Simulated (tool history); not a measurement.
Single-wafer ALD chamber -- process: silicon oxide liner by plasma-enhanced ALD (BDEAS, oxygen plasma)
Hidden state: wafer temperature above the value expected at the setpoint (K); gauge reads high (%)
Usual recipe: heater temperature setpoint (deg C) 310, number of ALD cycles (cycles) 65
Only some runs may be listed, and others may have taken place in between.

run	hour	heater temperature setpoint (deg C)	number of ALD cycles (cycles)	wafers since the last listed run	hours since the last thermocouple change	hours since the gauge calibration	read-back reference wafer on the same gauge, thickness_nm	mean film thickness on the monitor wafer (Å)
1	0	310	65	0	605.1	160.4	4.46	55.65
2	22.5	310	65	130	627.6	182.9	4.464	56.12
3	52.6	318	65	174	657.7	213	4.464	55.25
4	70.8	318	65	105	675.9	231.2	4.471	55.31
5	92.8	318	65	127	697.9	253.2	4.469	55.07
6	125.7	310	65	190	730.8	286.1	4.475	56.08
7	190.5	302	72	375	795.6	350.9	4.485	62.71
8	207.2	302	72	96	812.3	367.6	4.486	62.6
9	219.9	310	65	73	825	380.3	4.487	56.07
10	254.2	310	65	198	859.3	414.6	4.495	56.32
11	269	310	65	85	874.1	429.4	4.498	56.34
# hour 270: gauge calibrated
12	290.2	310	65	122	895.3	20.2	4.449	55.53
13	324.7	310	65	199	929.8	54.7	4.451	55.83
14	338.2	310	65	78	943.3	68.2	4.452	55.53
15	373.8	306	65	206	978.9	103.8	4.453	56.08
# hour 399.1: thermocouple changed; heater temperature recalibrated
16	401.7	306	65	115	2.6	131.7	4.455	55.75
17	454.7	300	65	307	55.6	184.7	4.459	56.6
18	471.7	321	59	98	72.6	201.7	4.463	49.92
19	496.9	310	65	146	97.8	226.9	4.465	55.67
20	511.1	310	71	82	112	241.1	4.464	60.98
21	530.9	302	75	114	131.8	260.9	4.463	65.04
22	548.8	310	53	103	149.7	278.8	4.473	45.48
23	564.5	310	65	90	165.4	294.5	4.471	55.99
24	586.1	310	65	125	187	316.1	4.475	55.96
25	602.2	302	56	93	203.1	332.2	4.48	48.39
26	634.3	306	72	186	235.2	364.3	4.483	62.42
27	660.7	321	65	152	261.6	390.7	4.487	55.31
28	673.8	310	65	75	274.7	403.8	4.487	56.32
# hour 686.9: gauge calibrated
29	687	310	65	76	287.9	0.1	4.45	55.8
30	703.4	314	56	95	304.3	16.5	4.45	47.52
31	728.2	310	77	143	329.1	41.3	4.45	65.7
32	749.7	300	75	124	350.6	62.8	4.449	65.06
33	780	310	59	175	380.9	93.1	4.452	50.56
34	804.6	310	65	142	405.5	117.7	4.456	55.61
35	819	301	76	83	419.9	132.1	4.456	65.87
36	831.4	304	59	71	432.3	144.5	4.456	50.98
37	845	310	65	78	445.9	158.1	4.455	55.44
38	869.1	310	65	139	470	182.2	4.46	55.76

What the log doesn't show, run by run:
wafer temperature above the value expected at the setpoint (K): 0 at every run
H1: gauge reads high (%)
run	H1
1	0.241
2	0.283
3	0.348
4	0.392
5	0.45
6	0.546
7	0.771
8	0.836
9	0.888
10	1.04
11	1.1
12	0.02
13	0.0341
14	0.0431
15	0.0764
16	0.112
17	0.203
18	0.239
19	0.298
20	0.334
21	0.388
22	0.44
23	0.489
24	0.561
25	0.618
26	0.739
27	0.848
28	0.904
29	0.002
30	0.00348
31	0.0113
32	0.0234
33	0.0491
34	0.0773
35	0.0969
36	0.116
37	0.138
38	0.182

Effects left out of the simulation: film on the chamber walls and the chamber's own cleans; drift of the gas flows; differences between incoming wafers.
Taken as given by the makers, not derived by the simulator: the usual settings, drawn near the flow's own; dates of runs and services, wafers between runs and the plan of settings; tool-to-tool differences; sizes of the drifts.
